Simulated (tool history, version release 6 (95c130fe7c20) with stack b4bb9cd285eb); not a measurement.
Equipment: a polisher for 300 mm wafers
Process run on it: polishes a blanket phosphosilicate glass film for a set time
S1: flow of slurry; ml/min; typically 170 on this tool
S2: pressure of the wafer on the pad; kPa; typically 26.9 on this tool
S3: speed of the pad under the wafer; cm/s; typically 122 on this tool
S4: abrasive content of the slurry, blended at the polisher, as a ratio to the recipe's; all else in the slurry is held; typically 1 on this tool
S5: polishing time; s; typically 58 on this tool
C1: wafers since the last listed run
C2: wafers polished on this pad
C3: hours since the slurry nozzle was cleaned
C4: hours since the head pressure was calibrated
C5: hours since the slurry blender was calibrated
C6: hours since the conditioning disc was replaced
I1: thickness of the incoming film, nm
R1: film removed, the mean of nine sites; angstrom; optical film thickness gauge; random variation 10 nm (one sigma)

run,hour,S1,S2,S3,S4,S5,C1,C2,C3,C4,C5,C6,I1,R1
1,0,170,26.9,122,1.25,58,0,490,61.7,308.4,60.7,55.5,3155.7,8817
2,57.9,170,26.9,122,1,58,451,941,119.6,366.3,118.6,113.4,3143.4,8015
3,125.7,170,26.9,122,1,58,528,1469,187.4,434.1,186.4,181.2,3178.6,8181
4,178.5,170,26.9,122,1,58,411,1880,240.2,486.9,239.2,234,3220.8,8260
# hour 211.3: worn pad replaced by a new one
5,212.5,170,26.9,122,1,58,233,9,274.2,520.9,273.2,268,3179.9,8101
6,266.3,170,22.1,122,1,58,419,428,328,574.7,327,321.8,3118.8,6661
# hour 287: slurry nozzle cleaned
7,318.6,170,26.9,122,1,69,399,827,31.6,627,379.3,374.1,3156.3,9426
# hour 365.9: conditioning disc replaced and pad reconditioned
8,386.2,170,26.9,122,1,69,511,1338,99.2,694.6,446.9,20.3,3141.5,9531
9,435.5,170,26.9,122,1,58,384,1723,148.5,743.9,496.2,69.6,3183.8,8164
# hour 440.7: slurry blender recalibrated
10,461.1,185,26.9,122,1,58,183,1906,174.1,769.5,20.4,95.2,3132.6,8081
11,508.9,170,26.9,122,1,58,372,2279,221.9,817.3,68.2,143,3179.5,8026
# hour 545.1: worn pad replaced by a new one
12,558.3,210,26.9,122,1,58,353,102,271.3,866.7,117.6,192.4,3183.1,8295
# hour 582.4: head pressure recalibrated
# hour 615.8: slurry nozzle cleaned
13,623.5,170,26.9,122,1,58,484,587,7.7,41.1,182.8,257.6,3160.9,7994
14,648.8,170,17.9,94,1,42,197,784,33,66.4,208.1,282.9,3138.6,3171
15,678.5,170,26.9,110,1.25,58,231,1015,62.7,96.1,237.8,312.6,3165.5,8077
16,717.4,170,34.5,156,1,58,303,1318,101.6,135,276.7,351.5,3159.1,12612
17,760.8,210,26.9,122,1,58,338,1656,145,178.4,320.1,394.9,3159.8,8397
# hour 802.1: conditioning disc replaced and pad reconditioned
# hour 874.2: slurry blender recalibrated
# hour 893.2: worn pad replaced by a new one
# hour 920.7: slurry nozzle cleaned
18,950.7,170,33.8,98,1,58,1409,440,30,368.3,76.5,148.6,3108.6,8276
19,985.9,170,26.9,122,0.8,51,274,714,65.2,403.5,111.7,183.8,3115.3,6349
20,1014.5,120,32.4,122,1,41,222,937,93.8,432.1,140.3,212.4,3125.1,6463
21,1085.7,110,26.9,122,1.25,58,554,1492,165,503.3,211.5,283.6,3191.9,8104
22,1133.2,170,18.6,160,1,58,370,1862,212.5,550.8,259,331.1,3153.1,6888
23,1164.2,170,26.9,122,1,58,241,2103,243.5,581.8,290,362.1,3139.1,7953
# hour 1178.5: worn pad replaced by a new one
# hour 1195.4: conditioning disc replaced and pad reconditioned
24,1218.7,170,26.9,122,1,58,377,297,298,636.3,344.5,23.3,3110,8155
25,1266.5,170,17.9,94,1,42,372,670,345.8,684.1,392.3,71.1,3169,3143

State the hidden condition of the tool at each of the runs:
removal rate lost through wear of the pad, %: 0 in every run
slurry flow missing at the pad, %: 0 in every run
deviation of the head's pressure from its setpoint, %: 0 in every run
abrasive missing from the slurry, %: 0 in every run
time polished since the conditioner stopped cutting, s: 0 in every run

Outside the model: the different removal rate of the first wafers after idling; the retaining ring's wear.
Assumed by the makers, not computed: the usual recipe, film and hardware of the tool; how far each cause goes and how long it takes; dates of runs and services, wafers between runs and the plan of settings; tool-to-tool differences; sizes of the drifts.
